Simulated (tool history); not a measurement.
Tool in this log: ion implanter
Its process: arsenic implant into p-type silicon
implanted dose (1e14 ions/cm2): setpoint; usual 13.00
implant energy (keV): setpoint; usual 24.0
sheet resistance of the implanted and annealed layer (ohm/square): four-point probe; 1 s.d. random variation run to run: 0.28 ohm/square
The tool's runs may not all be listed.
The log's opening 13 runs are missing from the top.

run    hour  implanted dose (1e14 ions/cm2)  implant energy (keV)  read-back reference wafer on the same gauge, sheet resistance  sheet resistance of the implanted and annealed layer (ohm/square)
 14   689.5                           13.00                  27.5                                                          85.70                                                              94.73
 15   795.6                           13.00                  24.0                                                          85.66                                                              97.32
 16   848.4                           13.00                  24.0                                                          85.65                                                              97.02
 17   899.2                           13.00                  24.0                                                          85.68                                                              96.44
 18   948.4                            9.14                  24.0                                                          85.70                                                             117.22
 19   989.9                           13.00                  29.5                                                          85.68                                                              91.94
 20  1061.2                           11.99                  30.0                                                          85.64                                                              95.86
 21  1131.5                           13.00                  24.0                                                          85.73                                                              96.30
     1137.3  -- gauge calibrated
     1153.0  -- Faraday cup replaced and dose calibrated
     1154.2  -- extraction supply calibrated
 22  1196.8                           13.00                  24.0                                                          85.68                                                              98.36
 23  1229.1                           11.53                  31.0                                                          85.70                                                              99.21
 24  1269.5                           13.00                  24.0                                                          85.69                                                              98.51
 25  1299.9                            9.37                  24.0                                                          85.60                                                             117.77
 26  1328.0                           15.88                  20.0                                                          85.83                                                              94.76
 27  1387.1                           14.93                  24.0                                                          85.69                                                              92.66
 28  1421.9                           11.09                  19.5                                                          85.74                                                             111.12
 29  1492.4                           13.00                  24.0                                                          85.68                                                              98.65
 30  1541.8                           16.01                  29.0                                                          85.74                                                              86.42
 31  1579.9                           13.00                  24.0                                                          85.63                                                              98.34

Below are 4 alternative next runs, each starting from the tool's condition after run 31. Predict each:
  A  1580.3                           16.61                  24.0                                                              ?                                                                  ?
  B  1580.3                            9.65                  20.5                                                              ?                                                                  ?
  C  1580.3                           13.00                  27.0                                                              ?                                                                  ?
  D  1580.3                            9.49                  29.5                                                              ?                                                                  ?

run  read-back reference wafer on the same gauge, sheet resistance  sheet resistance of the implanted and annealed layer (ohm/square)
  A                                                          85.68                                                              89.30
  B                                                          85.68                                                             119.00
  C                                                          85.68                                                              95.81
  D                                                          85.68                                                             112.64
Had the tool no hidden state, the same runs would have come out as:
run  sheet resistance of the implanted and annealed layer (ohm/square)
  A                                                              89.58
  B                                                             119.67
  C                                                              96.23
  D                                                             113.31
